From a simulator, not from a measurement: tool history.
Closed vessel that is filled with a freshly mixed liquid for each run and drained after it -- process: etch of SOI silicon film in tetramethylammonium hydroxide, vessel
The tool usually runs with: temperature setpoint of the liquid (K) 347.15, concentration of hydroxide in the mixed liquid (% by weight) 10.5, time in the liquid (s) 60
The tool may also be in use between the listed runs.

run,day,temperature setpoint of the liquid (K),concentration of hydroxide in the mixed liquid (% by weight),time in the liquid (s),"read-back film thickness of the SOI silicon film reference wafer, read on the same gauge (nm)",thickness taken off the SOI silicon film on a monitor wafer (angstrom)
1,0,347.15,12.5,35,110.01,3398.8
2,1.458,347.15,12.5,35,110.02,3480.7
3,2.921,347.15,12.5,35,109.98,3432.5
4,5.221,347.15,11.5,60,110.01,6163.2
5,6.746,347.15,11.5,60,110,6159.1
6,9.333,347.15,11.5,60,110.01,6121.1
7,12.308,347.15,9.5,85,109.98,9425
8,14.808,347.15,10.5,45,109.99,4774.1
# day 15.462: thermometer replaced
9,17.229,347.15,10.5,45,110,5144.7
10,18.25,347.15,11.5,60,110.02,6770.3
# day 20.279: hydroxide flow meter replaced
11,21.217,347.15,10.5,50,110,5759
# day 21.888: gauge calibrated
12,22.917,339.65,11.5,75,109.96,5466.9
13,24.55,354.15,8.5,80,110.01,14925.6
# day 25.371: thermometer replaced, repeated, since the last time left the tool worse
14,26.1,347.15,9,95,110,9858
15,27.583,339.65,8,30,109.98,2069.3
16,36.333,342.15,10.5,90,109.99,6460.7
17,38.55,347.15,10.5,60,110,5887.2
18,40.283,347.15,10.5,70,109.98,6866.1

What will run 19 give?
19,43.146,340.65,9,60,?,?

Run 19 yielded read-back film thickness of the SOI silicon film reference wafer, read on the same gauge (nm) 110, thickness taken off the SOI silicon film on a monitor wafer (angstrom) 4279.3.
Take away the tool's hidden state, keep the run-to-run variation as it was, and the same run would have given thickness taken off the SOI silicon film on a monitor wafer (angstrom) 4188.6.
